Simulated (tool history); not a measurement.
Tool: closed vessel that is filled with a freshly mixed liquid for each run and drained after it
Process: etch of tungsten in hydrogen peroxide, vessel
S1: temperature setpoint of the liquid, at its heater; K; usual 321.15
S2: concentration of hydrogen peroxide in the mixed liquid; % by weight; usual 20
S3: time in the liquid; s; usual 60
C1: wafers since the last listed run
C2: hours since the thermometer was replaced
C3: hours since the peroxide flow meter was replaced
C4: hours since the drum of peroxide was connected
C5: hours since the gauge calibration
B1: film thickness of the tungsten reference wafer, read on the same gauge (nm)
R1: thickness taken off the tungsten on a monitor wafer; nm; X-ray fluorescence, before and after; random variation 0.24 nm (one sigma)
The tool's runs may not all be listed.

Run 1, hour 0: usual settings but S2 23 % by weight; C1 0; C2 1809; C3 1249.5; C4 1037.1; C5 604.4; B1 50.01. Result: R1 38.84 nm.
Run 2, hour 9: usual settings but S2 23 % by weight; C1 590; C2 1818; C3 1258.5; C4 1046.1; C5 613.4; B1 50.01. Result: R1 38.98 nm.
Run 3, hour 21.9: usual settings; C1 845; C2 1830.9; C3 1271.4; C4 1059; C5 626.3; B1 50. Result: R1 36.35 nm.
Run 4, hour 30.5: usual settings; C1 563; C2 1839.5; C3 1280; C4 1067.6; C5 634.9; B1 50.01. Result: R1 36.44 nm.
At hour 38.4: thermometer replaced.
Run 5, hour 47.1: usual settings; C1 1023; C2 8.7; C3 1296.6; C4 1084.2; C5 651.5; B1 50.01. Result: R1 41.65 nm.
Run 6, hour 55.6: usual settings; C1 557; C2 17.2; C3 1305.1; C4 1092.7; C5 660; B1 50. Result: R1 41.79 nm.
Run 7, hour 67.5: usual settings but S1 330.15 K, S2 14 % by weight, S3 30 s; C1 780; C2 29.1; C3 1317; C4 1104.6; C5 671.9; B1 50. Result: R1 29.85 nm.
At hour 76.2: gauge calibrated.
Run 8, hour 83.3: usual settings; C1 1036; C2 44.9; C3 1332.8; C4 1120.4; C5 7.1; B1 50. Result: R1 41.67 nm.
Run 9, hour 90.4: usual settings but S1 331.15 K, S2 14.5 % by weight; C1 465; C2 52; C3 1339.9; C4 1127.5; C5 14.2; B1 50.01. Result: R1 64.25 nm.
Run 10, hour 101.6: usual settings but S1 326.65 K, S2 16.5 % by weight, S3 50 s; C1 734; C2 63.2; C3 1351.1; C4 1138.7; C5 25.4; B1 49.99. Result: R1 43.78 nm.
Run 11, hour 115.5: usual settings but S1 318.15 K, S2 15.5 % by weight; C1 911; C2 77.1; C3 1365; C4 1152.6; C5 39.3; B1 50. Result: R1 30.37 nm.
Run 12, hour 126.6: usual settings but S1 327.15 K, S2 15.5 % by weight, S3 70 s; C1 727; C2 88.2; C3 1376.1; C4 1163.7; C5 50.4; B1 50.02. Result: R1 61.57 nm.
At hour 152.7: new drum of peroxide connected.
Run 13, hour 164.2: usual settings but S1 313.15 K, S2 18 % by weight; C1 2400; C2 125.8; C3 1413.7; C4 11.5; C5 88; B1 49.98. Result: R1 23.65 nm.
Run 14, hour 176.5: usual settings but S1 323.65 K, S3 85 s; C1 806; C2 138.1; C3 1426; C4 23.8; C5 100.3; B1 50.03. Result: R1 67.89 nm.
Run 15, hour 186.6: usual settings; C1 662; C2 148.2; C3 1436.1; C4 33.9; C5 110.4; B1 50. Result: R1 41.37 nm.
Run 16, hour 193.1: usual settings but S1 326.15 K, S3 80 s; C1 426; C2 154.7; C3 1442.6; C4 40.4; C5 116.9; B1 49.98. Result: R1 74.03 nm.
Run 17, hour 201.5: usual settings but S1 315.65 K, S2 25.5 % by weight, S3 95 s; C1 550; C2 163.1; C3 1451; C4 48.8; C5 125.3; B1 49.97. Result: R1 51.84 nm.
Run 18, hour 216.9: usual settings but S1 313.65 K, S2 15.5 % by weight, S3 50 s; C1 1009; C2 178.5; C3 1466.4; C4 64.2; C5 140.7; B1 50.01. Result: R1 18.83 nm.
Run 19, hour 224.8: usual settings but S1 324.15 K, S2 15.5 % by weight, S3 95 s; C1 518; C2 186.4; C3 1474.3; C4 72.1; C5 148.6; B1 50.01. Result: R1 68.97 nm.
Run 20, hour 237.1: usual settings but S2 25 % by weight, S3 30 s; C1 806; C2 198.7; C3 1486.6; C4 84.4; C5 160.9; B1 50. Result: R1 22.69 nm.
At hour 243: peroxide flow meter replaced.
Run 21, hour 252.7: usual settings; C1 957; C2 214.3; C3 9.7; C4 100; C5 176.5; B1 50.04. Result: R1 41.01 nm.
Run 22, hour 261.1: usual settings; C1 550; C2 222.7; C3 18.1; C4 108.4; C5 184.9; B1 50.03. Result: R1 41.37 nm.
Run 23, hour 273.5: usual settings but S1 326.15 K, S2 17 % by weight, S3 40 s; C1 813; C2 235.1; C3 30.5; C4 120.8; C5 197.3; B1 49.99. Result: R1 34.74 nm.
Run 24, hour 283.9: usual settings but S1 328.65 K; C1 682; C2 245.5; C3 40.9; C4 131.2; C5 207.7; B1 50.01. Result: R1 64.42 nm.
Run 25, hour 297.3: usual settings; C1 878; C2 258.9; C3 54.3; C4 144.6; C5 221.1; B1 49.96. Result: R1 40.83 nm.
Run 26, hour 307.3: usual settings; C1 655; C2 268.9; C3 64.3; C4 154.6; C5 231.1; B1 49.99. Result: R1 40.95 nm.
Run 27, hour 320: usual settings but S1 330.65 K, S2 22.5 % by weight, S3 45 s; C1 832; C2 281.6; C3 77; C4 167.3; C5 243.8; B1 50.02. Result: R1 57.85 nm.
Run 28, hour 357.1: usual settings but S1 325.65 K, S3 70 s; C1 2432; C2 318.7; C3 114.1; C4 204.4; C5 280.9; B1 49.99. Result: R1 63.07 nm.
Run 29, hour 372.8: usual settings but S1 329.65 K, S2 23.5 % by weight, S3 75 s; C1 1029; C2 334.4; C3 129.8; C4 220.1; C5 296.6; B1 50. Result: R1 93.21 nm.

The tool's hidden state at each run:
peroxide flow above the setpoint (%): 0 in every run
peroxide weaker than its label (%): 0 in every run
gauge reads high (%): 0 in every run
H1: liquid colder than its thermometer reads (K)
run      H1
  1    2.36
  2    2.37
  3    2.39
  4     2.4
  5  0.0832
  6  0.0936
  7   0.108
  8   0.127
  9   0.136
 10    0.15
 11   0.166
 12    0.18
 13   0.226
 14   0.241
 15   0.253
 16   0.261
 17   0.271
 18    0.29
 19     0.3
 20   0.314
 21   0.333
 22   0.344
 23   0.359
 24   0.371
 25   0.388
 26     0.4
 27   0.415
 28   0.461
 29    0.48

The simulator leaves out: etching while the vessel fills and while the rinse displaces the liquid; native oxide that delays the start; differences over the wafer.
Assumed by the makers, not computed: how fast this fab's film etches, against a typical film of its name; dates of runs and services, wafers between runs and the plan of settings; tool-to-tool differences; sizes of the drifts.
